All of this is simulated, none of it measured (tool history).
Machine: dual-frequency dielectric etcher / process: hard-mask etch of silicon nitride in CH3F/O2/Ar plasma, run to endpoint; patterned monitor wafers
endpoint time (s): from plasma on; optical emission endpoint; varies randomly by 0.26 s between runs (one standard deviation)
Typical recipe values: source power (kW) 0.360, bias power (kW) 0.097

run   hour  source power (kW)  bias power (kW)  wafers since the last listed run  hours since the last wet clean  hours since the last source power generator calibration  hours since the last bias power generator calibration  hours since the last upper electrode change  incoming incoming film thickness, nm  endpoint time (s)
  1    0.0              0.360            0.097                                 0                           473.5                                                   3782.0                                                 3649.3                                       2791.3                                 28.17               40.1
  2   18.0              0.360            0.097                               115                           491.5                                                   3800.0                                                 3667.3                                       2809.3                                 28.14               39.5
  3   30.1              0.360            0.097                                77                           503.6                                                   3812.1                                                 3679.4                                       2821.4                                 28.12               39.5
  4   38.6              0.360            0.097                                54                           512.1                                                   3820.6                                                 3687.9                                       2829.9                                 28.21               40.0
  5   70.0              0.360            0.097                               201                           543.5                                                   3852.0                                                 3719.3                                       2861.3                                 28.18               39.9
  6   76.6              0.360            0.110                                42                           550.1                                                   3858.6                                                 3725.9                                       2867.9                                 28.09               38.8
  7   84.7              0.360            0.110                                52                           558.2                                                   3866.7                                                 3734.0                                       2876.0                                 28.21               38.8
  8   99.2              0.360            0.110                                93                           572.7                                                   3881.2                                                 3748.5                                       2890.5                                 28.11               39.3
     123.7  -- upper electrode replaced
     145.4  -- wet clean of the chamber
  9  145.9              0.310            0.097                                 6                             0.5                                                   3927.9                                                 3795.2                                         22.2                                 28.31               40.0
 10  146.2              0.310            0.097                                 1                             0.8                                                   3928.2                                                 3795.5                                         22.5                                 28.30               40.5
 11  146.5              0.310            0.097                                 1                             1.1                                                   3928.5                                                 3795.8                                         22.8                                 28.18               40.4
 12  146.9              0.290            0.097                                 2                             1.5                                                   3928.9                                                 3796.2                                         23.2                                 28.16               40.7
 13  161.0              0.400            0.083                                90                            15.6                                                   3943.0                                                 3810.3                                         37.3                                 27.83               38.4
 14  172.8              0.430            0.111                                75                            27.4                                                   3954.8                                                 3822.1                                         49.1                                 28.33               35.6
 15  185.2              0.360            0.097                                79                            39.8                                                   3967.2                                                 3834.5                                         61.5                                 28.25               38.8
 16  201.0              0.440            0.097                               101                            55.6                                                   3983.0                                                 3850.3                                         77.3                                 28.37               36.7
 17  214.8              0.360            0.097                                88                            69.4                                                   3996.8                                                 3864.1                                         91.1                                 28.01               38.3
     223.0  -- source power generator calibrated
 18  231.7              0.290            0.087                                82                            86.3                                                      8.7                                                 3881.0                                        108.0                                 28.07               42.0
 19  247.0              0.430            0.118                                98                           101.6                                                     24.0                                                 3896.3                                        123.3                                 28.34               35.1
 20  260.2              0.360            0.090                                84                           114.8                                                     37.2                                                 3909.5                                        136.5                                 27.99               39.4
 21  271.0              0.360            0.090                                69                           125.6                                                     48.0                                                 3920.3                                        147.3                                 28.63               40.1
 22  279.6              0.270            0.110                                55                           134.2                                                     56.6                                                 3928.9                                        155.9                                 28.14               41.0
 23  290.9              0.280            0.097                                72                           145.5                                                     67.9                                                 3940.2                                        167.2                                 28.36               42.6
     307.9  -- bias power generator calibrated
 24  321.2              0.320            0.083                               168                           175.8                                                     98.2                                                   13.3                                        197.5                                 28.34               42.3
 25  329.6              0.360            0.097                                53                           184.2                                                    106.6                                                   21.7                                        205.9                                 28.19               39.1
 26  344.3              0.400            0.115                                94                           198.9                                                    121.3                                                   36.4                                        220.6                                 28.33               36.5
 27  354.2              0.360            0.079                                63                           208.8                                                    131.2                                                   46.3                                        230.5                                 28.05               41.2
 28  369.8              0.390            0.097                               100                           224.4                                                    146.8                                                   61.9                                        246.1                                 28.37               38.5
 29  388.9              0.360            0.097                               122                           243.5                                                    165.9                                                   81.0                                        265.2                                 28.25               39.6
 30  402.4              0.360            0.073                                86                           257.0                                                    179.4                                                   94.5                                        278.7                                 28.37               41.7
 31  419.7              0.360            0.097                               111                           274.3                                                    196.7                                                  111.8                                        296.0                                 28.04               39.0
 32  431.9              0.420            0.097                                78                           286.5                                                    208.9                                                  124.0                                        308.2                                 28.18               37.4
 33  444.3              0.360            0.097                                79                           298.9                                                    221.3                                                  136.4                                        320.6                                 28.30               39.4
 34  451.1              0.390            0.083                                43                           305.7                                                    228.1                                                  143.2                                        327.4                                 28.59               41.0
 35  465.7              0.410            0.105                                93                           320.3                                                    242.7                                                  157.8                                        342.0                                 28.58               38.0
 36  474.9              0.360            0.097                                59                           329.5                                                    251.9                                                  167.0                                        351.2                                 28.15               39.9

For some of the steps in endpoint time (s) from one run to the next: how much would appear even if the tool had no hidden state, given the settings, what came in and random variation, and how much remains for the hidden state plus any gauge scatter that the measured result and the result without hidden state don't share?
Hidden state present: etch rate over this chamber's usual, %; source power that arrives over what is set, %; bias power that arrives over what is set, %.
Run 1 -> 2: no setting touched and nothing written in the log between the runs. endpoint time (s) -0.6: hidden state +0.1, all else -0.7.
Run 8 -> 9: source power (kW) 0.360 -> 0.310, bias power (kW) 0.110 -> 0.097, upper electrode replaced, wet clean of the chamber. endpoint time (s) +0.7: hidden state -1.5, all else +2.2.
Run 16 -> 17: source power (kW) 0.440 -> 0.360. endpoint time (s) +1.6: hidden state +0.2, all else +1.4.
Run 18 -> 19: source power (kW) 0.290 -> 0.430, bias power (kW) 0.087 -> 0.118. endpoint time (s) -6.9: hidden state +0.0, all else -6.9.
Run 19 -> 20: source power (kW) 0.430 -> 0.360, bias power (kW) 0.118 -> 0.090. endpoint time (s) +4.3: hidden state +0.1, all else +4.2.
Run 26 -> 27: source power (kW) 0.400 -> 0.360, bias power (kW) 0.115 -> 0.079. endpoint time (s) +4.7: hidden state +0.1, all else +4.6.
